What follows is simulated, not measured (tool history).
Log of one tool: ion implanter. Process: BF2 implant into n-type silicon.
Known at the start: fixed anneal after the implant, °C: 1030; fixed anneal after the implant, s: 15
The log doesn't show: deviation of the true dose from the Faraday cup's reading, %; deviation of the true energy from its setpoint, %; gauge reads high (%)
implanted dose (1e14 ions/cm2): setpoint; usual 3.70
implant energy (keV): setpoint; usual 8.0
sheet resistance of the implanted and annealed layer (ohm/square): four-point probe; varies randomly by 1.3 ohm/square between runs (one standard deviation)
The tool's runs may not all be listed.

run,day,implanted dose (1e14 ions/cm2),implant energy (keV),wafers since the last listed run,hours since the last dose calibration,hours since the extraction supply was calibrated,hours since the gauge calibration,"read-back reference wafer on the same gauge, sheet resistance",sheet resistance of the implanted and annealed layer (ohm/square)
1,0.000,3.70,8.0,0,1093.6,1443.8,495.9,469.70,402.46
2,4.204,3.70,8.0,2311,1194.5,1544.7,596.8,469.66,403.27
3,6.958,3.70,8.0,1514,1260.6,1610.8,662.9,469.53,404.40
4,11.183,3.70,8.0,2323,1362.0,1712.2,764.3,469.73,403.75
5,13.592,3.70,8.0,1324,1419.8,1770.0,822.1,469.89,403.94
# day 14.562: gauge calibrated
6,16.117,3.70,8.0,1388,1480.4,1830.6,37.3,469.99,404.98
7,18.075,3.70,8.0,1076,1527.4,1877.6,84.3,469.53,405.11
8,22.354,2.89,6.0,2352,1630.1,1980.3,187.0,470.52,515.39
9,23.908,3.70,8.0,854,1667.4,2017.6,224.3,470.34,407.03
10,27.992,3.70,8.0,2245,1765.4,2115.6,322.3,470.36,408.36
11,30.538,4.09,8.0,1399,1826.5,2176.7,383.4,470.03,382.42
12,34.738,3.04,9.0,2309,1927.3,2277.5,484.2,469.77,456.92
13,38.812,4.75,10.0,2240,2025.1,2375.3,582.0,470.40,329.35
14,42.567,4.63,7.0,2064,2115.2,2465.4,672.1,470.20,373.57
# day 43.571: Faraday cup replaced and dose calibrated
15,47.004,3.70,8.0,2256,82.4,2571.9,778.6,469.80,397.02
16,51.433,3.70,8.0,2435,188.7,2678.2,884.9,469.16,400.19
17,54.842,3.70,8.0,1874,270.5,2760.0,966.7,470.73,399.44
# day 55.983: gauge calibrated
# day 57.904: extraction supply calibrated
18,58.454,2.89,6.0,1802,357.2,13.2,59.3,470.00,508.14
19,60.571,3.70,10.5,1163,408.0,64.0,110.1,469.29,374.66
20,64.138,4.59,7.0,1961,493.6,149.6,195.7,470.06,365.10
21,71.850,4.24,8.0,4240,678.7,334.7,380.8,470.06,368.47
22,73.475,2.99,8.0,893,717.7,373.7,419.8,469.27,461.87

4 options for the next run, each taken on its own from the tool as it stands now. Forecast them:
A,73.492,3.70,8.0,9,718.1,374.1,420.2,?,?
B,73.492,3.41,8.0,9,718.1,374.1,420.2,?,?
C,73.492,3.70,6.5,9,718.1,374.1,420.2,?,?
D,73.492,2.62,9.0,9,718.1,374.1,420.2,?,?

run,"read-back reference wafer on the same gauge, sheet resistance",sheet resistance of the implanted and annealed layer (ohm/square)
A,470.29,401.26
B,470.29,423.07
C,470.29,425.37
D,470.29,499.91
Without the tool's hidden state the same runs would have given:
run,sheet resistance of the implanted and annealed layer (ohm/square)
A,399.25
B,420.87
C,423.35
D,496.82
